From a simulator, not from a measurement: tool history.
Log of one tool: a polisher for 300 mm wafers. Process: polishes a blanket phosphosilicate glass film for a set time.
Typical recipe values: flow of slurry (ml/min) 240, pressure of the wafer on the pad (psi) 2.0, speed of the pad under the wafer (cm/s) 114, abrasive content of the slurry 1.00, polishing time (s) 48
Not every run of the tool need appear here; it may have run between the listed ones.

run   hour  flow of slurry (ml/min)  pressure of the wafer on the pad (psi)  speed of the pad under the wafer (cm/s)  abrasive content of the slurry  polishing time (s)  wafers since the last listed run  wafers polished on this pad  hours since the slurry nozzle was cleaned  hours since the head pressure was calibrated  hours since the slurry blender was calibrated  hours since the conditioning disc was replaced  incoming thickness of the incoming film, nm  film removed (nm)
  1    0.0                      240                                     2.0                                      122                            1.15                  48                                 0                          924                                      240.6                                         816.8                                           71.5                                             0.5                                       3897.4              299.3
      24.8  -- worn pad replaced by a new one
  2   33.3                      240                                     2.0                                      122                            1.15                  48                               216                           62                                      273.9                                         850.1                                          104.8                                            33.8                                       3940.9              294.3
  3   55.6                      240                                     2.0                                      122                            1.15                  48                               164                          227                                      296.2                                         872.4                                          127.1                                            56.1                                       3983.6              309.9
  4   78.1                      240                                     2.0                                      114                            1.00                  58                               166                          393                                      318.7                                         894.9                                          149.6                                            78.6                                       3947.7              332.4
  5   94.3                      190                                     2.0                                      114                            1.00                  48                               119                          513                                      334.9                                         911.1                                          165.8                                            94.8                                       3929.3              274.8
     100.5  -- slurry blender recalibrated
  6  114.1                      190                                     2.0                                      114                            1.00                  48                               131                          644                                      354.7                                         930.9                                           13.6                                           114.6                                       3964.2              264.5
  7  141.7                      240                                     2.0                                      114                            1.00                  48                               203                          848                                      382.3                                         958.5                                           41.2                                           142.2                                       3955.1              271.2
     177.8  -- conditioning disc replaced and pad reconditioned
  8  184.9                      240                                     2.0                                      114                            1.00                  48                               304                         1152                                      425.5                                        1001.7                                           84.4                                             7.1                                       3899.2              280.6
     208.5  -- worn pad replaced by a new one
  9  220.3                      240                                     2.0                                      114                            0.90                  48                               231                           86                                      460.9                                        1037.1                                          119.8                                            42.5                                       3979.9              268.4
 10  233.9                      240                                     2.0                                      114                            0.90                  48                               100                          187                                      474.5                                        1050.7                                          133.4                                            56.1                                       3951.4              259.7
 11  261.0                      240                                     2.0                                      114                            1.15                  40                               200                          387                                      501.6                                        1077.8                                          160.5                                            83.2                                       3945.0              237.3
     277.7  -- head pressure recalibrated
 12  291.9                      285                                     2.0                                      128                            0.80                  48                               213                          600                                      532.5                                          14.2                                          191.4                                           114.1                                       3960.0              310.2
     323.0  -- slurry blender recalibrated
     326.4  -- slurry nozzle cleaned
     356.4  -- conditioning disc replaced and pad reconditioned
 13  385.1                      240                                     2.0                                      114                            1.00                  37                               650                         1251                                       58.7                                         107.4                                           62.1                                            28.7                                       3957.9              225.6
     391.0  -- worn pad replaced by a new one
 14  407.1                      240                                     2.0                                      114                            1.00                  48                               132                          118                                       80.7                                         129.4                                           84.1                                            50.7                                       4018.2              292.9
 15  420.2                      240                                     2.0                                      114                            1.00                  48                                96                          215                                       93.8                                         142.5                                           97.2                                            63.8                                       3954.4              296.7
 16  437.3                      300                                     2.0                                      114                            1.00                  48                               126                          341                                      110.9                                         159.6                                          114.3                                            80.9                                       3960.9              304.2
 17  458.4                      200                                     1.6                                      114                            1.00                  48                               155                          497                                      132.0                                         180.7                                          135.4                                           102.0                                       4009.1              242.1
     531.5  -- slurry blender recalibrated
 18  546.3                      240                                     2.0                                      152                            1.00                  48                               633                         1131                                      219.9                                         268.6                                           14.8                                           189.9                                       3927.9              364.4

Estimate the outcome of run 19 from the log above:
     548.9  -- conditioning disc replaced and pad reconditioned
 19  568.9                      240                                     1.5                                      152                            1.00                  48                               152                         1283                                      242.5                                         291.2                                           37.4                                            20.0                                       3912.2                  ?

{"run 19": {"film removed (nm)": 288.9}}
With no hidden state in the tool, this same run would have given film removed (nm) 303.9.
